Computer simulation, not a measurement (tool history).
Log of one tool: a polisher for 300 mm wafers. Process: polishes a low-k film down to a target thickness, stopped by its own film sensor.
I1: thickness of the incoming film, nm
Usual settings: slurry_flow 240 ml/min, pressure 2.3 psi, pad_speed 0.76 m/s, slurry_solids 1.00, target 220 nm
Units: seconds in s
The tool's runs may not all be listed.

run 1 day=0.000 | slurry_flow=240 pressure=2.3 pad_speed=0.76 slurry_solids=1.00 target=220 | I1=245.9 | seconds=65.4
run 2 day=1.467 | slurry_flow=240 pressure=2.3 pad_speed=0.76 slurry_solids=1.00 target=220 | I1=250.7 | seconds=78.7
run 3 day=3.188 | slurry_flow=240 pressure=2.3 pad_speed=0.76 slurry_solids=1.00 target=220 | I1=248.7 | seconds=73.4
run 4 day=5.825 | slurry_flow=240 pressure=2.3 pad_speed=0.76 slurry_solids=1.00 target=220 | I1=249.8 | seconds=76.1
run 5 day=6.842 | slurry_flow=240 pressure=2.3 pad_speed=0.76 slurry_solids=1.00 target=220 | I1=248.0 | seconds=71.5
-- day=8.483 head pressure recalibrated
run 6 day=8.900 | slurry_flow=240 pressure=2.3 pad_speed=0.76 slurry_solids=0.85 target=220 | I1=250.7 | seconds=91.6
-- day=9.729 conditioning disc replaced and pad reconditioned
run 7 day=10.571 | slurry_flow=240 pressure=2.3 pad_speed=0.76 slurry_solids=1.00 target=220 | I1=250.1 | seconds=77.2
-- day=11.700 worn pad replaced by a new one, of another model than before
run 8 day=13.529 | slurry_flow=240 pressure=2.3 pad_speed=0.76 slurry_solids=1.00 target=220 | I1=245.2 | seconds=65.2
-- day=13.992 slurry blender recalibrated
run 9 day=14.800 | slurry_flow=240 pressure=2.3 pad_speed=0.76 slurry_solids=0.90 target=220 | I1=250.8 | seconds=88.8
run 10 day=17.429 | slurry_flow=240 pressure=2.3 pad_speed=0.76 slurry_solids=0.90 target=220 | I1=245.3 | seconds=75.2
-- day=19.033 slurry nozzle cleaned
-- day=19.779 conditioning disc replaced and pad reconditioned
run 11 day=19.962 | slurry_flow=240 pressure=2.3 pad_speed=0.76 slurry_solids=1.00 target=220 | I1=250.1 | seconds=76.0
run 12 day=22.962 | slurry_flow=240 pressure=2.3 pad_speed=0.76 slurry_solids=1.00 target=220 | I1=254.5 | seconds=86.4
-- day=23.933 worn pad replaced by a new one
run 13 day=24.817 | slurry_flow=240 pressure=2.3 pad_speed=0.76 slurry_solids=1.00 target=220 | I1=249.2 | seconds=73.9
run 14 day=27.696 | slurry_flow=240 pressure=2.3 pad_speed=0.76 slurry_solids=1.00 target=220 | I1=250.4 | seconds=76.8
-- day=28.833 head pressure recalibrated
run 15 day=29.467 | slurry_flow=240 pressure=2.3 pad_speed=0.76 slurry_solids=1.00 target=220 | I1=250.2 | seconds=75.7
-- day=31.329 conditioning disc replaced and pad reconditioned
run 16 day=31.871 | slurry_flow=305 pressure=2.3 pad_speed=0.76 slurry_solids=1.00 target=220 | I1=249.5 | seconds=73.2
run 17 day=33.621 | slurry_flow=240 pressure=2.3 pad_speed=0.50 slurry_solids=1.30 target=215 | I1=255.4 | seconds=112.8
-- day=33.833 slurry blender recalibrated
-- day=34.292 worn pad replaced by a new one
run 18 day=34.667 | slurry_flow=285 pressure=2.0 pad_speed=0.84 slurry_solids=1.10 target=220 | I1=251.1 | seconds=72.9
run 19 day=36.725 | slurry_flow=240 pressure=2.9 pad_speed=0.92 slurry_solids=1.00 target=214 | I1=253.6 | seconds=82.0
run 20 day=38.562 | slurry_flow=240 pressure=1.8 pad_speed=0.76 slurry_solids=0.75 target=220 | I1=249.6 | seconds=116.3
run 21 day=40.758 | slurry_flow=195 pressure=1.5 pad_speed=0.76 slurry_solids=0.75 target=220 | I1=254.4 | seconds=148.9
-- day=40.912 conditioning disc replaced and pad reconditioned
-- day=41.838 slurry nozzle cleaned
run 22 day=42.438 | slurry_flow=240 pressure=2.3 pad_speed=0.76 slurry_solids=1.00 target=220 | I1=252.3 | seconds=80.7

Run 23 comes next. What will it give?
run 23 day=43.683 | slurry_flow=200 pressure=1.9 pad_speed=0.70 slurry_solids=1.25 target=220 | I1=253.7 | seconds=?

Run 23 gave seconds 86.6 s.
Without the tool's hidden state the same run would have given seconds 85.6 s.
